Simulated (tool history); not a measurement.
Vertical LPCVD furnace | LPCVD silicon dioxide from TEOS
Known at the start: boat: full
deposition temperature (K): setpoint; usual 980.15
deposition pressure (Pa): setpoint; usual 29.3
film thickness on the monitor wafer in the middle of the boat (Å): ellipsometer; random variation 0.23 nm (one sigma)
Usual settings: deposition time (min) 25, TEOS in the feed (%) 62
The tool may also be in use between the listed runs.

| run | hour | deposition temperature (K) | deposition pressure (Pa) | deposition time (min) | TEOS in the feed (%) | read-back reference wafer on the same gauge, thickness | film thickness on the monitor wafer in the middle of the boat (Å) |
|---|---|---|---|---|---|---|---|
| 1 | 0 | 980.15 | 29.3 | 21.5 | 62 | 166.02 | 1441.1 |
| 2 | 14.9 | 980.15 | 29.3 | 21.5 | 62 | 165.97 | 1446.4 |
| 3 | 28.8 | 980.15 | 29.3 | 25 | 62 | 166.13 | 1676.4 |
| 4 | 39 | 980.15 | 29.3 | 25 | 62 | 166.02 | 1677.9 |
| 5 | 48.3 | 980.15 | 29.3 | 25 | 62 | 166.05 | 1679.7 |
| 6 | 66.9 | 980.15 | 29.3 | 25 | 62 | 165.85 | 1681.5 |
| 7 | 78.7 | 980.15 | 29.3 | 25 | 62 | 166.06 | 1684.5 |
| 8 | 87.9 | 980.15 | 29.3 | 25 | 62 | 166.01 | 1687.2 |
| 9 | 106.6 | 980.15 | 29.3 | 25 | 62 | 166.02 | 1686.9 |
| 10 | 114.8 | 980.15 | 29.3 | 25 | 62 | 165.89 | 1684.7 |
|  | 145.1 | pressure gauge zeroed |
| 11 | 145.6 | 980.15 | 29.3 | 25 | 62 | 165.97 | 1689.3 |
| 12 | 150.7 | 980.15 | 29.3 | 25 | 62 | 166.03 | 1685.8 |
| 13 | 155.7 | 980.15 | 29.3 | 25 | 62 | 165.91 | 1685.7 |
|  | 167.4 | gauge calibrated |
| 14 | 172.8 | 980.15 | 29.3 | 25 | 62 | 165.97 | 1690.4 |
|  | 200.9 | thermocouples replaced and temperature profile calibrated |
| 15 | 201.4 | 980.15 | 32.7 | 25 | 73 | 166.06 | 1800.5 |
| 16 | 206.4 | 975.15 | 32 | 33 | 71 | 166.07 | 2068.4 |
| 17 | 215.4 | 980.15 | 29.3 | 25 | 62 | 165.99 | 1571.5 |
|  | 244.5 | TEOS flow controller replaced |
| 18 | 245 | 991.15 | 33.3 | 18.5 | 57 | 165.94 | 1528.2 |
| 19 | 251.2 | 980.15 | 29.3 | 25 | 62 | 165.94 | 1569.8 |
| 20 | 260.4 | 986.15 | 32 | 25 | 73 | 166.02 | 2042.3 |
| 21 | 278.5 | 975.15 | 27.3 | 20.5 | 62 | 166 | 1108.2 |
| 22 | 295.5 | 980.15 | 35.3 | 25 | 62 | 165.99 | 1725.5 |
| 23 | 305 | 977.15 | 36 | 33 | 71 | 166.03 | 2298.7 |
| 24 | 320.4 | 980.15 | 34 | 25 | 62 | 166.06 | 1693.7 |

The same runs without the tool's hidden state, with the same run-to-run variation:
The hidden state here: true tube temperature minus thermocouple reading, K; true pressure minus gauge reading, mTorr; deviation of the TEOS flow from its setpoint, %; gauge reads high (%).
| run | film thickness on the monitor wafer in the middle of the boat (Å) |
|---|---|
| 1 | 1344.1 |
| 2 | 1348.2 |
| 3 | 1561.7 |
| 4 | 1562.4 |
| 5 | 1563.4 |
| 6 | 1563.9 |
| 7 | 1565.9 |
| 8 | 1567.8 |
| 9 | 1566.3 |
| 10 | 1563.6 |
| 11 | 1565.8 |
| 12 | 1562.2 |
| 13 | 1561.8 |
| 14 | 1565 |
| 15 | 1790.7 |
| 16 | 2057 |
| 17 | 1563 |
| 18 | 1520 |
| 19 | 1561.3 |
| 20 | 2031.3 |
| 21 | 1102.1 |
| 22 | 1716 |
| 23 | 2286 |
| 24 | 1684.3 |
